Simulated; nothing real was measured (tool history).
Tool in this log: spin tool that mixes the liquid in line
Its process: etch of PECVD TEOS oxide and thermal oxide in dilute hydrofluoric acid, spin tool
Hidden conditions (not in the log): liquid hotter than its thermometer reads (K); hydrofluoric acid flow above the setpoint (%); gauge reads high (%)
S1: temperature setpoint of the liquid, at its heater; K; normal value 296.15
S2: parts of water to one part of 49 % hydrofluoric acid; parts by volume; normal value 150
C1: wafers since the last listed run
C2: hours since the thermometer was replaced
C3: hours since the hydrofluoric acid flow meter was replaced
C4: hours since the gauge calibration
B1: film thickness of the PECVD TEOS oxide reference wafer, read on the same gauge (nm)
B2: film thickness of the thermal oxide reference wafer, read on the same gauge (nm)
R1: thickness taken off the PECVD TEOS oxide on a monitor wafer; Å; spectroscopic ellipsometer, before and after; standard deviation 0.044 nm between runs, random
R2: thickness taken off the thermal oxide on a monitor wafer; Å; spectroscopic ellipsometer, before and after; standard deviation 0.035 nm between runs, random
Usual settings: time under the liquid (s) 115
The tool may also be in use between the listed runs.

Run 1, hour 0: usual settings; C1 0; C2 1750.9; C3 594; C4 36.8; B1 99.99; B2 150.009. Result: R1 180.2 Å, R2 40.74 Å.
Run 2, hour 6: usual settings; C1 64; C2 1756.9; C3 600; C4 42.8; B1 100.01; B2 150.006. Result: R1 179.4 Å, R2 40.21 Å.
Run 3, hour 17.7: usual settings; C1 126; C2 1768.6; C3 611.7; C4 54.5; B1 99.96; B2 149.988. Result: R1 180 Å, R2 39.22 Å.
Run 4, hour 24.8: usual settings; C1 76; C2 1775.7; C3 618.8; C4 61.6; B1 100.03; B2 149.96. Result: R1 180.8 Å, R2 40.62 Å.
Run 5, hour 36.3: usual settings; C1 124; C2 1787.2; C3 630.3; C4 73.1; B1 100.01; B2 150.006. Result: R1 181.2 Å, R2 40.46 Å.
Run 6, hour 50: usual settings; C1 148; C2 1800.9; C3 644; C4 86.8; B1 99.97; B2 149.981. Result: R1 180.4 Å, R2 40.7 Å.
Run 7, hour 67.6: usual settings; C1 190; C2 1818.5; C3 661.6; C4 104.4; B1 99.98; B2 150.019. Result: R1 181.5 Å, R2 40.6 Å.
Run 8, hour 76.2: usual settings; C1 93; C2 1827.1; C3 670.2; C4 113; B1 100.03; B2 149.983. Result: R1 181.7 Å, R2 40.47 Å.
Run 9, hour 92.8: usual settings; C1 179; C2 1843.7; C3 686.8; C4 129.6; B1 100.04; B2 150.021. Result: R1 182.2 Å, R2 40.84 Å.
Run 10, hour 100.9: usual settings; C1 87; C2 1851.8; C3 694.9; C4 137.7; B1 100.03; B2 150.039. Result: R1 182.1 Å, R2 40.86 Å.
Run 11, hour 107.3: usual settings; C1 69; C2 1858.2; C3 701.3; C4 144.1; B1 100.05; B2 150.007. Result: R1 183.3 Å, R2 39.78 Å.
Run 12, hour 118.6: usual settings but time under the liquid (s) 135; C1 122; C2 1869.5; C3 712.6; C4 155.4; B1 99.99; B2 150.004. Result: R1 215.9 Å, R2 47.64 Å.
At hour 122.1: thermometer replaced.
Run 13, hour 127.7: usual settings; C1 87; C2 5.6; C3 721.7; C4 164.5; B1 99.99; B2 149.963. Result: R1 164.6 Å, R2 36.44 Å.

Run 14 comes next. What will it give?
Run 14, hour 138.4: usual settings but S2 110 parts by volume; C1 115; C2 16.3; C3 732.4; C4 175.2; B1 ?; B2 ?. Result: R1 ?, R2 ?.

Run 14 came out at B1 100.02, B2 150.022, R1 235.2 Å, R2 52.78 Å.
If the tool had no hidden condition, the same run with the same run-to-run variation would have returned R1 216.5 Å, R2 48.56 Å.
